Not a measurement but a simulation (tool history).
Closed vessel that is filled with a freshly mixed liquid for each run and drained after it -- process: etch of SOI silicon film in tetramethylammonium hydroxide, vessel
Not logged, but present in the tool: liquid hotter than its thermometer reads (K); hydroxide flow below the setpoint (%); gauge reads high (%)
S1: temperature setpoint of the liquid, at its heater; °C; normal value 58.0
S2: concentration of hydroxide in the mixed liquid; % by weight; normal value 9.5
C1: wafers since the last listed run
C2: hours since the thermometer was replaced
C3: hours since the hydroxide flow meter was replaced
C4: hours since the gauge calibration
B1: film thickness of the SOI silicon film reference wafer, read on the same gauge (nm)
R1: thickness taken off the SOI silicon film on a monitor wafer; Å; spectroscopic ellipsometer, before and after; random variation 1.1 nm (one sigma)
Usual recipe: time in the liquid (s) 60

run 1 hour=0.0 | S1=58.0 S2=9.5 time_in_the_liquid_(s)=60 | C1=0 C2=486.0 C3=525.5 C4=294.0 | B1=100.02 | R1=2289.6
run 2 hour=12.9 | S1=58.0 S2=10.5 time_in_the_liquid_(s)=45 | C1=1518 C2=498.9 C3=538.4 C4=306.9 | B1=99.99 | R1=1669.8
run 3 hour=19.8 | S1=58.0 S2=10.5 time_in_the_liquid_(s)=45 | C1=812 C2=505.8 C3=545.3 C4=313.8 | B1=99.96 | R1=1656.4
run 4 hour=33.9 | S1=58.0 S2=9.5 time_in_the_liquid_(s)=60 | C1=1660 C2=519.9 C3=559.4 C4=327.9 | B1=99.97 | R1=2299.2
run 5 hour=47.3 | S1=58.0 S2=9.5 time_in_the_liquid_(s)=60 | C1=1577 C2=533.3 C3=572.8 C4=341.3 | B1=100.03 | R1=2308.4
run 6 hour=79.5 | S1=61.0 S2=9.5 time_in_the_liquid_(s)=60 | C1=3791 C2=565.5 C3=605.0 C4=373.5 | B1=99.97 | R1=2786.0
run 7 hour=96.4 | S1=61.0 S2=9.5 time_in_the_liquid_(s)=60 | C1=1989 C2=582.4 C3=621.9 C4=390.4 | B1=99.95 | R1=2773.0
run 8 hour=104.4 | S1=61.0 S2=9.5 time_in_the_liquid_(s)=60 | C1=941 C2=590.4 C3=629.9 C4=398.4 | B1=100.03 | R1=2766.8
-- hour=114.1 gauge calibrated
run 9 hour=122.3 | S1=58.0 S2=9.5 time_in_the_liquid_(s)=60 | C1=2107 C2=608.3 C3=647.8 C4=8.2 | B1=100.00 | R1=2315.9
run 10 hour=132.2 | S1=58.0 S2=9.5 time_in_the_liquid_(s)=60 | C1=1165 C2=618.2 C3=657.7 C4=18.1 | B1=100.02 | R1=2300.2
run 11 hour=140.7 | S1=58.0 S2=9.5 time_in_the_liquid_(s)=60 | C1=1000 C2=626.7 C3=666.2 C4=26.6 | B1=100.05 | R1=2317.0
run 12 hour=146.8 | S1=58.0 S2=9.5 time_in_the_liquid_(s)=60 | C1=718 C2=632.8 C3=672.3 C4=32.7 | B1=99.97 | R1=2314.3
run 13 hour=159.6 | S1=58.0 S2=9.5 time_in_the_liquid_(s)=60 | C1=1507 C2=645.6 C3=685.1 C4=45.5 | B1=100.03 | R1=2301.8
run 14 hour=175.3 | S1=65.0 S2=9.5 time_in_the_liquid_(s)=90 | C1=1848 C2=661.3 C3=700.8 C4=61.2 | B1=100.02 | R1=5419.3
-- hour=179.2 thermometer replaced
run 15 hour=184.5 | S1=58.0 S2=9.5 time_in_the_liquid_(s)=60 | C1=965 C2=5.3 C3=710.0 C4=70.4 | B1=99.96 | R1=2331.6
run 16 hour=195.5 | S1=58.0 S2=9.5 time_in_the_liquid_(s)=60 | C1=1295 C2=16.3 C3=721.0 C4=81.4 | B1=100.00 | R1=2306.4
run 17 hour=203.9 | S1=54.0 S2=9.5 time_in_the_liquid_(s)=40 | C1=988 C2=24.7 C3=729.4 C4=89.8 | B1=100.00 | R1=1197.8
run 18 hour=218.7 | S1=58.0 S2=9.5 time_in_the_liquid_(s)=60 | C1=1742 C2=39.5 C3=744.2 C4=104.6 | B1=100.02 | R1=2331.3
run 19 hour=233.5 | S1=58.0 S2=9.5 time_in_the_liquid_(s)=60 | C1=1742 C2=54.3 C3=759.0 C4=119.4 | B1=100.03 | R1=2324.5
run 20 hour=272.3 | S1=58.0 S2=11.5 time_in_the_liquid_(s)=60 | C1=4568 C2=93.1 C3=797.8 C4=158.2 | B1=99.99 | R1=2201.0
run 21 hour=280.5 | S1=54.5 S2=9.5 time_in_the_liquid_(s)=30 | C1=965 C2=101.3 C3=806.0 C4=166.4 | B1=99.98 | R1=926.6
run 22 hour=294.8 | S1=60.5 S2=9.5 time_in_the_liquid_(s)=30 | C1=1683 C2=115.6 C3=820.3 C4=180.7 | B1=99.97 | R1=1363.7
-- hour=303.7 hydroxide flow meter replaced
run 23 hour=347.6 | S1=53.0 S2=10.5 time_in_the_liquid_(s)=80 | C1=6098 C2=168.4 C3=43.9 C4=233.5 | B1=100.00 | R1=2076.9
run 24 hour=357.2 | S1=50.0 S2=12.5 time_in_the_liquid_(s)=50 | C1=1130 C2=178.0 C3=53.5 C4=243.1 | B1=100.02 | R1=988.9
run 25 hour=365.9 | S1=58.0 S2=12.0 time_in_the_liquid_(s)=90 | C1=1024 C2=186.7 C3=62.2 C4=251.8 | B1=100.03 | R1=3061.9
run 26 hour=372.4 | S1=58.0 S2=9.5 time_in_the_liquid_(s)=35 | C1=765 C2=193.2 C3=68.7 C4=258.3 | B1=100.00 | R1=1300.9
run 27 hour=385.7 | S1=58.0 S2=8.5 time_in_the_liquid_(s)=60 | C1=1565 C2=206.5 C3=82.0 C4=271.6 | B1=100.04 | R1=2331.3
run 28 hour=415.1 | S1=58.0 S2=11.0 time_in_the_liquid_(s)=90 | C1=3461 C2=235.9 C3=111.4 C4=301.0 | B1=100.03 | R1=3186.1
run 29 hour=438.0 | S1=63.0 S2=9.5 time_in_the_liquid_(s)=75 | C1=2696 C2=258.8 C3=134.3 C4=323.9 | B1=99.94 | R1=3816.8
run 30 hour=445.1 | S1=63.0 S2=9.5 time_in_the_liquid_(s)=60 | C1=835 C2=265.9 C3=141.4 C4=331.0 | B1=99.95 | R1=3069.7
run 31 hour=452.7 | S1=58.0 S2=9.5 time_in_the_liquid_(s)=60 | C1=894 C2=273.5 C3=149.0 C4=338.6 | B1=100.01 | R1=2238.3
run 32 hour=466.2 | S1=61.5 S2=6.5 time_in_the_liquid_(s)=35 | C1=1589 C2=287.0 C3=162.5 C4=352.1 | B1=99.96 | R1=1822.6
run 33 hour=475.1 | S1=61.5 S2=9.5 time_in_the_liquid_(s)=90 | C1=1047 C2=295.9 C3=171.4 C4=361.0 | B1=100.02 | R1=4198.8

Some steps in R1, run to run, broken into two amounts with sign: the step expected even without the hidden condition (settings, incoming material, random variation), and the rest, left for the hidden condition together with whatever gauge scatter is not in both the measured and the hidden-condition-free result:
Run 13 -> 14: S1 58.0 -> 65.0, time in the liquid (s) 60 -> 90. R1 +3117.5 Å: hidden state +146.6, all else +2970.9.
Run 14 -> 15: S1 65.0 -> 58.0, time in the liquid (s) 90 -> 60, thermometer replaced. R1 -3087.7 Å: hidden state -141.8, all else -2945.9.
Run 20 -> 21: S1 58.0 -> 54.5, S2 11.5 -> 9.5, time in the liquid (s) 60 -> 30. R1 -1274.4 Å: hidden state -65.4, all else -1209.0.
Run 32 -> 33: S2 6.5 -> 9.5, time in the liquid (s) 35 -> 90. R1 +2376.2 Å: hidden state +48.4, all else +2327.8.
